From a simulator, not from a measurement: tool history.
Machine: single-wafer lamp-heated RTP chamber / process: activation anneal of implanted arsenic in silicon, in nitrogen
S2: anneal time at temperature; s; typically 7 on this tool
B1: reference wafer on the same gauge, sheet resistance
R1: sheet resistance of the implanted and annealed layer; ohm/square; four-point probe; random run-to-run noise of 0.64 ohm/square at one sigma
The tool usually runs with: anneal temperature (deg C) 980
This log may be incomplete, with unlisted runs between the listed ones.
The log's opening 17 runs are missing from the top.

Run 18, day 37.558: usual settings; B1 201.46. Result: R1 173.6 ohm/square.
Run 19, day 38.729: usual settings but anneal temperature (deg C) 997, S2 4 s; B1 201.07. Result: R1 172.37 ohm/square.
Run 20, day 40.679: usual settings; B1 200.65. Result: R1 172.4 ohm/square.
At day 41.092: reflector plate cleaned.
Run 21, day 42.133: usual settings but anneal temperature (deg C) 999, S2 11 s; B1 200.69. Result: R1 150.91 ohm/square.
Run 22, day 45.112: usual settings but anneal temperature (deg C) 972, S2 6 s; B1 200.75. Result: R1 185.07 ohm/square.
Run 23, day 46.504: usual settings but anneal temperature (deg C) 998, S2 10 s; B1 201.19. Result: R1 151.9 ohm/square.
Run 24, day 47.55: usual settings but anneal temperature (deg C) 1002, S2 3 s; B1 201.39. Result: R1 176.16 ohm/square.
At day 48.867: pyrometer window cleaned and pyrometer calibrated.
Run 25, day 50.008: usual settings but anneal temperature (deg C) 952, S2 10 s; B1 201.21. Result: R1 190.7 ohm/square.
Run 26, day 51.842: usual settings but anneal temperature (deg C) 959, S2 8 s; B1 200.73. Result: R1 188.53 ohm/square.
At day 53.038: gauge calibrated.
Run 27, day 54.138: usual settings but S2 11 s; B1 201.02. Result: R1 166.18 ohm/square.
Run 28, day 55.379: usual settings but anneal temperature (deg C) 950, S2 3 s; B1 201.15. Result: R1 203.37 ohm/square.
Run 29, day 57.179: usual settings but S2 3 s; B1 200.71. Result: R1 188.92 ohm/square.
Run 30, day 59.821: usual settings but anneal temperature (deg C) 991; B1 200.97. Result: R1 164.18 ohm/square.
Run 31, day 62.408: usual settings; B1 201.24. Result: R1 172.88 ohm/square.
At day 64.579: pyrometer window cleaned and pyrometer calibrated.
Run 32, day 64.921: usual settings; B1 200.99. Result: R1 174.09 ohm/square.
At day 67.438: reflector plate cleaned.
Run 33, day 67.458: usual settings but anneal temperature (deg C) 988; B1 200.77. Result: R1 172.55 ohm/square.
Run 34, day 68.883: usual settings but anneal temperature (deg C) 993; B1 200.5. Result: R1 168.75 ohm/square.
Run 35, day 71.825: usual settings but anneal temperature (deg C) 971, S2 11 s; B1 201.15. Result: R1 174.95 ohm/square.
Run 36, day 74.046: usual settings; B1 200.9. Result: R1 176.39 ohm/square.
Run 37, day 76.079: usual settings but anneal temperature (deg C) 1009, S2 5 s; B1 200.97. Result: R1 160.53 ohm/square.

Below are 3 alternative next runs, each starting from the tool's condition after run 37. Predict each:
Run A, day 76.096: usual settings; B1 ?. Result: R1 ?.
Run B, day 76.096: usual settings but anneal temperature (deg C) 989, S2 11 s; B1 ?. Result: R1 ?.
Run C, day 76.096: usual settings but anneal temperature (deg C) 1009, S2 9 s; B1 ?. Result: R1 ?.

run      B1      R1
  A  201.15  173.53
  B  201.15  155.67
  C  201.15  144.51
What these runs would have given with no unlogged condition in the tool:
run      R1
  A  177.87
  B   160.7
  C   149.4
